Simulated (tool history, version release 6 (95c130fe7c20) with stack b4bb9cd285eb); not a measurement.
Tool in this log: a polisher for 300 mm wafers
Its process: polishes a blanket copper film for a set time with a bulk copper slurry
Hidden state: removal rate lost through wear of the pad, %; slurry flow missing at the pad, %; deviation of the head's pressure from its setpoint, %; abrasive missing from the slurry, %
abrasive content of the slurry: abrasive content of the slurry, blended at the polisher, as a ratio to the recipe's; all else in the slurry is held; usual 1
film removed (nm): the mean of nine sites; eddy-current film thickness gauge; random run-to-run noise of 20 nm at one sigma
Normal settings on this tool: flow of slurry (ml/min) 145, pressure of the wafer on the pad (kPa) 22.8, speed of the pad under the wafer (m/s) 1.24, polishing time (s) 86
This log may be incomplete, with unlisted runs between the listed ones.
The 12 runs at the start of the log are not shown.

run   hour  flow of slurry (ml/min)  pressure of the wafer on the pad (kPa)  speed of the pad under the wafer (m/s)  abrasive content of the slurry  polishing time (s)  wafers since the last listed run  wafers polished on this pad  hours since the slurry nozzle was cleaned  hours since the head pressure was calibrated  hours since the slurry blender was calibrated  incoming thickness of the incoming film, nm  film removed (nm)
 13  168.4                      120                                    22.8                                    1.24                             0.8                  63                               141                          456                                         16                                         744.4                                            432                                       3429.4              850.6
 14  175.9                      145                                    22.8                                    1.24                               1                  86                                69                          526                                       23.5                                         751.9                                          439.5                                       3449.6             1266.3
 15  183.9                      145                                    22.8                                    1.24                               1                 100                                74                          600                                       31.5                                         759.9                                          447.5                                       3448.5             1495.6
 16  191.5                      175                                    27.6                                    1.24                               1                  86                                70                          671                                       39.1                                         767.5                                          455.1                                       3433.9             1623.9
 17  201.5                      145                                    22.8                                    1.24                               1                  86                                92                          763                                       49.1                                         777.5                                          465.1                                       3412.7             1252.9
 18  209.1                      145                                    22.8                                    1.24                               1                  86                                70                          834                                       56.7                                         785.1                                          472.7                                       3425.8             1233.7
     216.3  -- slurry blender recalibrated
 19  216.9                      145                                    16.5                                    1.24                             1.1                  86                                53                          888                                       64.5                                         792.9                                            0.6                                       3448.3                934
     220.6  -- head pressure recalibrated
 20  223.7                      145                                    16.5                                    1.24                             1.1                  86                                44                          932                                       71.3                                           3.1                                            7.4                                       3463.3              885.9
     236.6  -- worn pad replaced by a new one
 21  237.1                      170                                    15.9                                       1                             0.8                  86                                87                            4                                       84.7                                          16.5                                           20.8                                       3499.7              742.6
 22  247.4                      160                                    22.8                                    1.24                             0.8                  86                                95                           99                                         95                                          26.8                                           31.1                                       3408.8               1300
 23  259.8                      145                                    22.8                                    1.02                               1                  86                               115                          214                                      107.4                                          39.2                                           43.5                                       3404.1             1113.4
 24  275.3                      125                                    30.3                                    1.24                            0.85                  86                               143                          358                                      122.9                                          54.7                                             59                                       3430.3             1607.8
 25  283.4                      145                                    15.2                                    1.24                               1                  86                                75                          434                                        131                                          62.8                                           67.1                                       3455.9              863.7
 26  294.5                      145                                    22.8                                    1.12                               1                  58                               103                          537                                      142.1                                          73.9                                           78.2                                       3409.8              805.6
 27  306.6                      145                                    22.8                                    1.12                               1                  86                               112                          649                                      154.2                                            86                                           90.3                                       3407.8             1140.5
 28  318.5                      145                                    30.3                                    1.24                               1                  86                               110                          759                                      166.1                                          97.9                                          102.2                                       3428.4             1664.3
 29  335.9                      145                                    22.8                                    1.24                               1                  86                               161                          921                                      183.5                                         115.3                                          119.6                                         3387             1213.6
 30  352.7                      115                                    22.8                                    1.46                               1                  67                               155                         1077                                      200.3                                         132.1                                          136.4                                       3457.9             1033.4
       360  -- worn pad replaced by a new one
 31  363.6                      145                                    22.8                                    1.44                               1                  86                                64                           33                                      211.2                                           143                                          147.3                                       3484.2             1609.5

Branching from run 31: 3 alternative next runs. What would each branch give?
  A  364.1                      145                                    22.8                                    1.24                               1                 106                                 4                           38                                      211.7                                         143.5                                          147.8                                       3447.2                  ?
  B  364.1                      145                                    22.8                                    1.24                             0.9                  86                                 4                           38                                      211.7                                         143.5                                          147.8                                       3447.2                  ?
  C  364.1                      110                                    26.2                                    0.94                             0.9                  86                                 4                           38                                      211.7                                         143.5                                          147.8                                       3447.2                  ?

run  film removed (nm)
  A             1688.5
  B             1330.2
  C             1117.4
Without the tool's hidden state the same runs would have given:
run  film removed (nm)
  A             1696.8
  B             1336.6
  C             1122.8

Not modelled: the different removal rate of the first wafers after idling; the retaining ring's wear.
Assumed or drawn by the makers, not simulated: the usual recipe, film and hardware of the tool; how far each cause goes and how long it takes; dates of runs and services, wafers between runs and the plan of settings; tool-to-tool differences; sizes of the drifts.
